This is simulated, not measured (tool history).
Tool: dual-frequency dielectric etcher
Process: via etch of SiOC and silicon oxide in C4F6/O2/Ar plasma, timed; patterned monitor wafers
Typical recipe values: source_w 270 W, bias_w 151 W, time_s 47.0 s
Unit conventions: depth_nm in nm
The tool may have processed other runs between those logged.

run,hour,source_w,bias_w,time_s,"read-back reference wafer on the same gauge, depth_nm",depth_nm
1,0.0,320,151,43.0,39.88,43.92
2,11.6,270,133,42.0,39.93,39.01
3,18.5,270,151,47.0,39.90,45.50
4,29.2,270,128,47.0,39.92,42.90
5,36.0,270,128,47.0,39.91,43.03
6,43.4,270,151,47.0,39.91,45.64
7,58.8,270,151,47.0,39.88,45.97
8,69.9,270,151,47.0,39.89,45.71
# hour 84.2: source power generator calibrated
9,84.7,270,169,47.0,39.93,47.87
10,89.4,270,169,47.0,39.87,47.75
# hour 115.6: upper electrode replaced
# hour 136.5: wet clean of the chamber
11,137.0,270,169,47.0,39.91,45.79
12,137.3,270,151,47.0,39.95,43.60
13,137.6,320,151,43.0,39.87,42.35
14,137.9,270,133,42.0,39.90,37.42
15,142.4,270,151,35.5,39.87,33.12
16,157.6,270,151,47.0,39.87,43.79
# hour 162.4: bias power generator calibrated
17,183.7,270,151,47.0,39.93,44.26
# hour 186.0: gauge calibrated
18,193.3,270,129,39.5,39.89,35.05
19,208.2,200,151,47.0,39.84,40.37
20,225.6,200,178,33.5,39.91,30.67
21,232.4,240,137,61.0,39.91,53.63

Run 22 is up next; what results do you expect?
22,245.6,330,114,41.5,?,?

Run 22 yielded read-back reference wafer on the same gauge, depth_nm 39.88, depth_nm 37.63 nm.
Minus the tool's unlogged condition, the same run would have read depth_nm 37.21 nm.
